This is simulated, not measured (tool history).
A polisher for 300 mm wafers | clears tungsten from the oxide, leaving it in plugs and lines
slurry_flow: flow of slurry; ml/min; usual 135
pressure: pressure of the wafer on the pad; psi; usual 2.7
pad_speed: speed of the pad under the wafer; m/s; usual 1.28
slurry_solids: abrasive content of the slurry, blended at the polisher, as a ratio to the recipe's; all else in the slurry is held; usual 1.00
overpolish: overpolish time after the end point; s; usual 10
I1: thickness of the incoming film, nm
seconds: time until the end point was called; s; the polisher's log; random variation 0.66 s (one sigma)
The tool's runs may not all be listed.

{"run": 1, "hour": 0.0, "slurry_flow": 135, "pressure": 2.7, "pad_speed": 1.28, "slurry_solids": 1.0, "overpolish": 10, "I1": 239.6, "seconds": 46.4}
{"run": 2, "hour": 17.9, "slurry_flow": 120, "pressure": 2.7, "pad_speed": 1.28, "slurry_solids": 1.0, "overpolish": 10, "I1": 238.4, "seconds": 48.2}
{"run": 3, "hour": 46.4, "slurry_flow": 135, "pressure": 2.7, "pad_speed": 1.28, "slurry_solids": 1.0, "overpolish": 10, "I1": 237.4, "seconds": 46.0}
{"run": 4, "hour": 56.9, "slurry_flow": 135, "pressure": 2.7, "pad_speed": 1.28, "slurry_solids": 1.0, "overpolish": 12, "I1": 238.3, "seconds": 46.5}
{"run": 5, "hour": 68.9, "slurry_flow": 135, "pressure": 2.7, "pad_speed": 1.28, "slurry_solids": 1.0, "overpolish": 12, "I1": 242.8, "seconds": 46.5}
{"run": 6, "hour": 80.5, "slurry_flow": 135, "pressure": 2.7, "pad_speed": 1.28, "slurry_solids": 1.0, "overpolish": 10, "I1": 244.1, "seconds": 47.2}
{"run": 7, "hour": 89.1, "slurry_flow": 150, "pressure": 2.7, "pad_speed": 1.28, "slurry_solids": 1.0, "overpolish": 10, "I1": 236.4, "seconds": 45.2}
{"run": 8, "hour": 101.3, "slurry_flow": 150, "pressure": 2.7, "pad_speed": 1.28, "slurry_solids": 1.0, "overpolish": 10, "I1": 239.7, "seconds": 45.5}
{"run": 9, "hour": 114.8, "slurry_flow": 150, "pressure": 2.7, "pad_speed": 1.28, "slurry_solids": 1.0, "overpolish": 10, "I1": 241.9, "seconds": 46.4}
{"run": 10, "hour": 125.5, "slurry_flow": 135, "pressure": 2.2, "pad_speed": 1.28, "slurry_solids": 1.0, "overpolish": 10, "I1": 240.2, "seconds": 58.8}
{"run": 11, "hour": 137.4, "slurry_flow": 95, "pressure": 2.7, "pad_speed": 1.28, "slurry_solids": 1.0, "overpolish": 10, "I1": 240.5, "seconds": 50.4}
{"run": 12, "hour": 150.3, "slurry_flow": 135, "pressure": 2.7, "pad_speed": 1.28, "slurry_solids": 1.0, "overpolish": 10, "I1": 237.2, "seconds": 45.1}
{"run": 13, "hour": 167.7, "slurry_flow": 135, "pressure": 2.7, "pad_speed": 1.5, "slurry_solids": 1.0, "overpolish": 10, "I1": 237.8, "seconds": 39.9}
{"run": 14, "hour": 181.0, "slurry_flow": 135, "pressure": 2.7, "pad_speed": 1.28, "slurry_solids": 1.25, "overpolish": 10, "I1": 238.9, "seconds": 44.3}
{"run": 15, "hour": 196.2, "slurry_flow": 135, "pressure": 2.7, "pad_speed": 1.28, "slurry_solids": 0.8, "overpolish": 6, "I1": 234.8, "seconds": 49.4}
{"run": 16, "hour": 205.8, "slurry_flow": 135, "pressure": 2.0, "pad_speed": 1.1, "slurry_solids": 1.0, "overpolish": 10, "I1": 238.9, "seconds": 72.0}
{"run": 17, "hour": 221.6, "slurry_flow": 135, "pressure": 3.5, "pad_speed": 1.28, "slurry_solids": 1.0, "overpolish": 7, "I1": 239.3, "seconds": 35.6}
{"run": 18, "hour": 235.2, "slurry_flow": 105, "pressure": 2.7, "pad_speed": 1.56, "slurry_solids": 0.9, "overpolish": 8, "I1": 235.9, "seconds": 40.3}
{"run": 19, "hour": 245.0, "slurry_flow": 135, "pressure": 2.7, "pad_speed": 1.28, "slurry_solids": 1.0, "overpolish": 10, "I1": 242.3, "seconds": 46.6}
{"run": 20, "hour": 253.7, "slurry_flow": 110, "pressure": 3.4, "pad_speed": 1.28, "slurry_solids": 1.0, "overpolish": 10, "I1": 243.3, "seconds": 38.3}
{"run": 21, "hour": 270.5, "slurry_flow": 135, "pressure": 2.4, "pad_speed": 1.62, "slurry_solids": 1.0, "overpolish": 10, "I1": 244.6, "seconds": 42.3}
{"run": 22, "hour": 276.9, "slurry_flow": 135, "pressure": 3.0, "pad_speed": 1.28, "slurry_solids": 1.15, "overpolish": 10, "I1": 242.4, "seconds": 40.4}
{"run": 23, "hour": 293.5, "slurry_flow": 135, "pressure": 2.7, "pad_speed": 1.28, "slurry_solids": 1.2, "overpolish": 10, "I1": 239.3, "seconds": 43.5}
{"run": 24, "hour": 308.5, "slurry_flow": 110, "pressure": 2.7, "pad_speed": 1.08, "slurry_solids": 1.0, "overpolish": 10, "I1": 242.8, "seconds": 58.4}
{"run": 25, "hour": 324.1, "slurry_flow": 165, "pressure": 2.7, "pad_speed": 1.28, "slurry_solids": 1.0, "overpolish": 10, "I1": 240.8, "seconds": 44.6}
{"run": 26, "hour": 331.4, "slurry_flow": 135, "pressure": 2.7, "pad_speed": 1.28, "slurry_solids": 0.8, "overpolish": 10, "I1": 236.5, "seconds": 48.9}
{"run": 27, "hour": 345.1, "slurry_flow": 110, "pressure": 3.4, "pad_speed": 1.28, "slurry_solids": 1.0, "overpolish": 10, "I1": 237.7, "seconds": 38.8}

Not shown: 7 entries that the log had between the listed runs. Between which runs, and how does the tool's hidden state differ before and after?
Between runs 2 and 3: slurry tank refilled with fresh slurry and peroxide (hour 36.6)
  no hidden state differs between the two runs
Between runs 3 and 4: slurry blender recalibrated (hour 55.7)
  no hidden state differs between the two runs
Between runs 9 and 10: slurry nozzle cleaned (hour 116.4)
  no hidden state differs between the two runs
Between runs 11 and 12: head pressure recalibrated (hour 142.7)
  no hidden state differs between the two runs
Between runs 12 and 13: worn pad replaced by a new one (hour 159.3)
  no hidden state differs between the two runs
Between runs 14 and 15: slurry tank refilled with fresh slurry and peroxide (hour 186.2)
  no hidden state differs between the two runs
Between runs 22 and 23: slurry blender recalibrated (hour 293.0)
  no hidden state differs between the two runs
